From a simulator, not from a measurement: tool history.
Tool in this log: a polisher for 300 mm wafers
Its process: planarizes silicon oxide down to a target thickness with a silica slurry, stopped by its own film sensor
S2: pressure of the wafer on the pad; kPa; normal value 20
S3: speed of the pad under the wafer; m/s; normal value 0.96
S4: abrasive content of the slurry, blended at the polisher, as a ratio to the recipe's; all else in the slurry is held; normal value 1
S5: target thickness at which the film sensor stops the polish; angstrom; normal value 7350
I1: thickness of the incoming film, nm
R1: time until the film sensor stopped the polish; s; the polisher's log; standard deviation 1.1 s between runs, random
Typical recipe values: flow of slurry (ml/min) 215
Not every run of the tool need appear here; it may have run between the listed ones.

{"run": 1, "hour": 0.0, "flow of slurry (ml/min)": 215, "S2": 20, "S3": 0.96, "S4": 1, "S5": 7350, "I1": 871.7, "R1": 70.8}
{"hour": 18.2, "done": "conditioning disc replaced and pad reconditioned"}
{"hour": 69.7, "done": "slurry nozzle cleaned"}
{"run": 2, "hour": 92.9, "flow of slurry (ml/min)": 215, "S2": 22.1, "S3": 0.96, "S4": 1, "S5": 7580, "I1": 886, "R1": 62.2}
{"hour": 103.1, "done": "worn pad replaced by a new one"}
{"run": 3, "hour": 136.0, "flow of slurry (ml/min)": 215, "S2": 15.9, "S3": 1.1, "S4": 1, "S5": 7720, "I1": 887.2, "R1": 72.6}
{"hour": 324.5, "done": "slurry blender recalibrated"}
{"run": 4, "hour": 397.6, "flow of slurry (ml/min)": 265, "S2": 26.9, "S3": 0.96, "S4": 1, "S5": 7770, "I1": 861.3, "R1": 32}
{"run": 5, "hour": 456.3, "flow of slurry (ml/min)": 265, "S2": 20, "S3": 1.22, "S4": 0.7, "S5": 7570, "I1": 892.8, "R1": 67.9}
{"run": 6, "hour": 520.1, "flow of slurry (ml/min)": 215, "S2": 20, "S3": 0.96, "S4": 1, "S5": 7350, "I1": 870.2, "R1": 75.9}
{"run": 7, "hour": 598.6, "flow of slurry (ml/min)": 170, "S2": 20, "S3": 1.2, "S4": 1, "S5": 7520, "I1": 876.2, "R1": 57.4}
{"run": 8, "hour": 660.7, "flow of slurry (ml/min)": 235, "S2": 17.9, "S3": 0.76, "S4": 0.9, "S5": 7350, "I1": 875.5, "R1": 105.7}
{"run": 9, "hour": 708.5, "flow of slurry (ml/min)": 215, "S2": 20, "S3": 0.96, "S4": 1, "S5": 7770, "I1": 884.1, "R1": 59.7}
{"hour": 743.6, "done": "conditioning disc replaced and pad reconditioned"}
{"run": 10, "hour": 748.8, "flow of slurry (ml/min)": 215, "S2": 24.8, "S3": 0.96, "S4": 1.3, "S5": 7350, "I1": 878.5, "R1": 60.1}
{"run": 11, "hour": 790.5, "flow of slurry (ml/min)": 215, "S2": 20, "S3": 0.96, "S4": 1, "S5": 7350, "I1": 878.2, "R1": 81.3}
{"hour": 853.5, "done": "worn pad replaced by a new one"}
{"run": 12, "hour": 880.6, "flow of slurry (ml/min)": 215, "S2": 20, "S3": 0.96, "S4": 1, "S5": 7350, "I1": 868.8, "R1": 78.5}
{"hour": 912.3, "done": "head pressure recalibrated"}
{"hour": 912.5, "done": "slurry nozzle cleaned"}
{"run": 13, "hour": 955.0, "flow of slurry (ml/min)": 255, "S2": 20, "S3": 0.96, "S4": 1, "S5": 7480, "I1": 880.7, "R1": 66.7}
{"run": 14, "hour": 1060.9, "flow of slurry (ml/min)": 215, "S2": 15.9, "S3": 0.96, "S4": 1, "S5": 7350, "I1": 881.6, "R1": 105.1}
{"run": 15, "hour": 1114.4, "flow of slurry (ml/min)": 215, "S2": 15.2, "S3": 0.96, "S4": 1, "S5": 7350, "I1": 877.4, "R1": 107.2}
{"run": 16, "hour": 1211.9, "flow of slurry (ml/min)": 245, "S2": 20, "S3": 0.96, "S4": 1, "S5": 7350, "I1": 874.4, "R1": 84.4}
{"hour": 1222.2, "done": "slurry blender recalibrated"}
{"run": 17, "hour": 1306.1, "flow of slurry (ml/min)": 235, "S2": 20, "S3": 0.96, "S4": 1, "S5": 7350, "I1": 873.1, "R1": 66.5}
{"run": 18, "hour": 1354.8, "flow of slurry (ml/min)": 215, "S2": 26.9, "S3": 0.96, "S4": 1, "S5": 7350, "I1": 866.4, "R1": 50.4}
{"hour": 1438.2, "done": "conditioning disc replaced and pad reconditioned"}
{"run": 19, "hour": 1457.3, "flow of slurry (ml/min)": 180, "S2": 20, "S3": 0.68, "S4": 0.8, "S5": 7130, "I1": 882.9, "R1": 126.6}
{"run": 20, "hour": 1509.4, "flow of slurry (ml/min)": 185, "S2": 20, "S3": 0.96, "S4": 1, "S5": 7350, "I1": 885.5, "R1": 81.2}
{"hour": 1542.7, "done": "worn pad replaced by a new one"}
{"run": 21, "hour": 1560.2, "flow of slurry (ml/min)": 215, "S2": 22.8, "S3": 0.96, "S4": 1, "S5": 7350, "I1": 869.3, "R1": 62.1}
{"run": 22, "hour": 1620.3, "flow of slurry (ml/min)": 235, "S2": 26.2, "S3": 0.96, "S4": 1, "S5": 7350, "I1": 874.5, "R1": 55.4}
{"run": 23, "hour": 1682.0, "flow of slurry (ml/min)": 215, "S2": 20, "S3": 0.96, "S4": 1, "S5": 7350, "I1": 884.3, "R1": 80.2}
{"run": 24, "hour": 1756.1, "flow of slurry (ml/min)": 150, "S2": 24.8, "S3": 0.96, "S4": 1, "S5": 7510, "I1": 873.6, "R1": 57.7}
{"hour": 1762.3, "done": "slurry nozzle cleaned"}
{"hour": 1916.3, "done": "slurry blender recalibrated"}
{"run": 25, "hour": 1961.1, "flow of slurry (ml/min)": 180, "S2": 16.5, "S3": 1.22, "S4": 1, "S5": 6880, "I1": 882.8, "R1": 102.6}

Here are 4 independent what-if runs from the current tool condition. What would each one return?
{"run": "A", "hour": 1961.5, "flow of slurry (ml/min)": 215, "S2": 20, "S3": 0.96, "S4": 1, "S5": 7350, "I1": 885.9, "R1": "?"}
{"run": "B", "hour": 1961.5, "flow of slurry (ml/min)": 285, "S2": 20, "S3": 1.22, "S4": 1, "S5": 7350, "I1": 885.9, "R1": "?"}
{"run": "C", "hour": 1961.5, "flow of slurry (ml/min)": 215, "S2": 20, "S3": 0.86, "S4": 1, "S5": 7540, "I1": 885.9, "R1": "?"}
{"run": "D", "hour": 1961.5, "flow of slurry (ml/min)": 215, "S2": 20, "S3": 0.96, "S4": 1, "S5": 7520, "I1": 885.9, "R1": "?"}

run=A R1=80.1
run=B R1=64
run=C R1=76.4
run=D R1=71
Without the tool's unlogged condition, the same runs would have read:
run=A R1=71
run=B R1=56.7
run=C R1=67.8
run=D R1=63
